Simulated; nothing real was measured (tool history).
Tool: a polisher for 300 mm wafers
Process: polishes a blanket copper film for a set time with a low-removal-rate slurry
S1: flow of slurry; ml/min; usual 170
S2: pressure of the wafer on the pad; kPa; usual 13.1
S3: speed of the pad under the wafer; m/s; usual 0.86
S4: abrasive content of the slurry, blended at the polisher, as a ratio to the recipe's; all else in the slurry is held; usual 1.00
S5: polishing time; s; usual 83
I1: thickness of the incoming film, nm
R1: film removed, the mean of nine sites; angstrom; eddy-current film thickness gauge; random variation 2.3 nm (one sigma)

{"run": 1, "hour": 0.0, "S1": 170, "S2": 13.1, "S3": 0.86, "S4": 1.0, "S5": 83, "I1": 639.6, "R1": 1685}
{"run": 2, "hour": 44.8, "S1": 170, "S2": 13.1, "S3": 0.86, "S4": 1.0, "S5": 83, "I1": 639.3, "R1": 1658}
{"run": 3, "hour": 112.2, "S1": 170, "S2": 13.1, "S3": 0.86, "S4": 1.0, "S5": 83, "I1": 630.9, "R1": 1660}
{"run": 4, "hour": 215.7, "S1": 170, "S2": 13.1, "S3": 0.86, "S4": 1.0, "S5": 83, "I1": 643.1, "R1": 1687}
{"run": 5, "hour": 259.7, "S1": 170, "S2": 13.1, "S3": 0.86, "S4": 1.0, "S5": 83, "I1": 641.6, "R1": 1691}
{"hour": 292.2, "done": "slurry blender recalibrated"}
{"hour": 340.3, "done": "head pressure recalibrated"}
{"run": 6, "hour": 354.1, "S1": 170, "S2": 13.1, "S3": 0.86, "S4": 1.0, "S5": 83, "I1": 630.8, "R1": 1577}
{"hour": 387.8, "done": "worn pad replaced by a new one"}
{"run": 7, "hour": 414.7, "S1": 170, "S2": 13.1, "S3": 0.86, "S4": 1.0, "S5": 83, "I1": 639.2, "R1": 1635}
{"hour": 466.7, "done": "slurry nozzle cleaned"}
{"run": 8, "hour": 498.1, "S1": 210, "S2": 13.1, "S3": 0.86, "S4": 1.0, "S5": 83, "I1": 643.5, "R1": 1743}
{"run": 9, "hour": 567.4, "S1": 210, "S2": 13.1, "S3": 0.86, "S4": 1.0, "S5": 83, "I1": 643.8, "R1": 1672}
{"run": 10, "hour": 627.3, "S1": 170, "S2": 13.1, "S3": 0.86, "S4": 1.1, "S5": 83, "I1": 627.0, "R1": 1674}
{"run": 11, "hour": 678.9, "S1": 170, "S2": 13.1, "S3": 0.86, "S4": 1.0, "S5": 83, "I1": 637.7, "R1": 1639}
{"run": 12, "hour": 783.6, "S1": 120, "S2": 13.1, "S3": 0.62, "S4": 1.0, "S5": 83, "I1": 633.0, "R1": 1155}
{"run": 13, "hour": 855.3, "S1": 115, "S2": 15.2, "S3": 0.66, "S4": 0.9, "S5": 83, "I1": 630.4, "R1": 1318}
{"hour": 879.1, "done": "slurry blender recalibrated"}
{"hour": 910.9, "done": "worn pad replaced by a new one"}
{"run": 14, "hour": 932.5, "S1": 170, "S2": 13.1, "S3": 0.86, "S4": 1.0, "S5": 83, "I1": 650.8, "R1": 1699}
{"hour": 963.3, "done": "head pressure recalibrated"}
{"run": 15, "hour": 1015.7, "S1": 110, "S2": 13.1, "S3": 0.86, "S4": 1.0, "S5": 83, "I1": 630.6, "R1": 1452}
{"run": 16, "hour": 1092.4, "S1": 170, "S2": 15.9, "S3": 0.86, "S4": 1.1, "S5": 83, "I1": 633.9, "R1": 1956}
{"run": 17, "hour": 1200.2, "S1": 170, "S2": 17.2, "S3": 0.68, "S4": 0.9, "S5": 57, "I1": 636.4, "R1": 1137}
{"hour": 1259.2, "done": "slurry nozzle cleaned"}
{"run": 18, "hour": 1298.5, "S1": 170, "S2": 13.1, "S3": 0.86, "S4": 1.0, "S5": 96, "I1": 632.5, "R1": 1967}
{"hour": 1324.6, "done": "slurry blender recalibrated"}
{"run": 19, "hour": 1342.9, "S1": 120, "S2": 15.9, "S3": 0.86, "S4": 1.25, "S5": 57, "I1": 638.1, "R1": 1335}
{"run": 20, "hour": 1382.7, "S1": 170, "S2": 8.3, "S3": 0.66, "S4": 1.0, "S5": 83, "I1": 639.7, "R1": 897}
{"hour": 1425.2, "done": "worn pad replaced by a new one"}
{"run": 21, "hour": 1445.6, "S1": 170, "S2": 13.1, "S3": 0.68, "S4": 0.85, "S5": 83, "I1": 643.2, "R1": 1286}
{"hour": 1462.8, "done": "head pressure recalibrated"}
{"run": 22, "hour": 1543.1, "S1": 135, "S2": 11.7, "S3": 1.12, "S4": 1.0, "S5": 83, "I1": 644.8, "R1": 1839}
{"run": 23, "hour": 1625.1, "S1": 170, "S2": 15.9, "S3": 0.86, "S4": 1.0, "S5": 103, "I1": 637.6, "R1": 2403}
{"run": 24, "hour": 1690.7, "S1": 170, "S2": 13.1, "S3": 0.68, "S4": 0.85, "S5": 83, "I1": 647.9, "R1": 1255}
{"run": 25, "hour": 1732.7, "S1": 170, "S2": 13.1, "S3": 1.0, "S4": 0.85, "S5": 100, "I1": 636.4, "R1": 2287}
{"hour": 1834.7, "done": "slurry blender recalibrated"}
{"run": 26, "hour": 1836.5, "S1": 170, "S2": 15.2, "S3": 0.64, "S4": 1.1, "S5": 55, "I1": 633.7, "R1": 949}
{"hour": 1896.3, "done": "worn pad replaced by a new one"}
{"run": 27, "hour": 1943.2, "S1": 130, "S2": 13.1, "S3": 0.86, "S4": 1.0, "S5": 83, "I1": 641.6, "R1": 1610}
{"hour": 1945.0, "done": "slurry nozzle cleaned"}
{"run": 28, "hour": 2042.7, "S1": 170, "S2": 13.1, "S3": 0.86, "S4": 1.1, "S5": 83, "I1": 638.7, "R1": 1756}
{"hour": 2085.4, "done": "head pressure recalibrated"}
{"run": 29, "hour": 2085.9, "S1": 170, "S2": 13.1, "S3": 0.86, "S4": 1.0, "S5": 83, "I1": 644.4, "R1": 1615}

Forecast each of these 5 alternatives for the next run:
{"run": "A", "hour": 2086.4, "S1": 170, "S2": 13.1, "S3": 1.14, "S4": 1.0, "S5": 83, "I1": 641.4, "R1": "?"}
{"run": "B", "hour": 2086.4, "S1": 170, "S2": 13.1, "S3": 0.86, "S4": 0.85, "S5": 83, "I1": 641.4, "R1": "?"}
{"run": "C", "hour": 2086.4, "S1": 170, "S2": 10.3, "S3": 0.86, "S4": 1.0, "S5": 83, "I1": 641.4, "R1": "?"}
{"run": "D", "hour": 2086.4, "S1": 170, "S2": 13.1, "S3": 0.64, "S4": 1.0, "S5": 71, "I1": 641.4, "R1": "?"}
{"run": "E", "hour": 2086.4, "S1": 200, "S2": 11.0, "S3": 0.86, "S4": 1.3, "S5": 102, "I1": 641.4, "R1": "?"}

run=A R1=2110
run=B R1=1529
run=C R1=1309
run=D R1=1013
run=E R1=1854
Without the tool's hidden state the same runs would have given:
run=A R1=2115
run=B R1=1533
run=C R1=1312
run=D R1=1016
run=E R1=1860

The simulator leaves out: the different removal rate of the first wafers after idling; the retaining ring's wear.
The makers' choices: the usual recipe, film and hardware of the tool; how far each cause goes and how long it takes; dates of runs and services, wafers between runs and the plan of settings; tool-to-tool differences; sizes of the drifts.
